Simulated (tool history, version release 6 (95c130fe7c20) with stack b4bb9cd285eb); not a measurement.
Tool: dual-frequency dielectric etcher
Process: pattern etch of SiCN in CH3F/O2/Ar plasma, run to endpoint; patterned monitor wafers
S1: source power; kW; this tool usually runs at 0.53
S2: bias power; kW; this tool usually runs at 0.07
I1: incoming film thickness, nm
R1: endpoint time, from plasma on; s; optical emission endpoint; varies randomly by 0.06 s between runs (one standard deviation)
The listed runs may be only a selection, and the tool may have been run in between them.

run	day	S1	S2	I1	R1
1	0	0.53	0.07	6.99	15.3
2	3.504	0.44	0.07	7.04	16.1
3	5.962	0.44	0.07	7.04	15.8
4	8.621	0.53	0.07	7.02	14.9
5	9.738	0.53	0.07	7.03	15
6	11.004	0.53	0.07	7.02	14.9
7	12.738	0.53	0.07	7.01	14.9
8	15.475	0.53	0.07	7.07	14.9
9	16.95	0.53	0.07	6.95	14.6
# day 17.788: source power generator calibrated
10	18.1	0.53	0.07	7.04	14.7
# day 20.671: wet clean of the chamber
11	20.692	0.53	0.07	6.95	15.1
12	22.375	0.53	0.07	7.08	15.3
# day 24.667: upper electrode replaced
13	24.688	0.53	0.064	6.96	15.7
14	26.208	0.53	0.07	6.97	15
15	29.067	0.42	0.059	6.98	17.3
16	31.908	0.5	0.079	7.03	14.3
17	34.367	0.41	0.077	7.04	15.3
18	36.742	0.53	0.07	6.99	14.8
19	38.512	0.53	0.07	7.01	14.8
# day 39.608: bias power generator calibrated
20	40.483	0.53	0.057	7	16.1
21	44.983	0.41	0.055	7.02	17.7
# day 46.367: wet clean of the chamber
22	47.212	0.53	0.07	6.92	15
23	49.179	0.44	0.087	6.94	14.1
24	51.312	0.65	0.07	7.04	14.1
25	53.079	0.53	0.07	7.04	15.1
26	55.525	0.62	0.075	7.03	13.8
27	57.429	0.45	0.081	6.99	14.6
28	60.138	0.64	0.065	7.07	14.7
29	62.946	0.53	0.07	6.91	14.6
# day 69.308: wet clean of the chamber
30	69.329	0.53	0.07	6.99	15.3
31	69.921	0.41	0.052	6.97	19.2
32	71.55	0.59	0.07	6.92	14.6
33	73.208	0.43	0.057	6.95	17.6
34	76.217	0.49	0.086	7.01	13.9

State the hidden condition of the tool at each of the runs:
source power that arrives over what is set, %: 0 at every run
bias power that arrives over what is set, %: 0 at every run
H1: etch rate over this chamber's usual, %
run	H1
1	-0.277
2	0.402
3	0.879
4	1.39
5	1.61
6	1.86
7	2.19
8	2.72
9	3.01
10	3.23
11	-0.0219
12	0.304
13	0.753
14	1.05
15	1.6
16	2.15
17	2.63
18	3.09
19	3.43
20	3.81
21	4.69
22	-0.109
23	0.273
24	0.686
25	1.03
26	1.5
27	1.87
28	2.4
29	2.94
30	-0.54
31	-0.425
32	-0.109
33	0.212
34	0.795
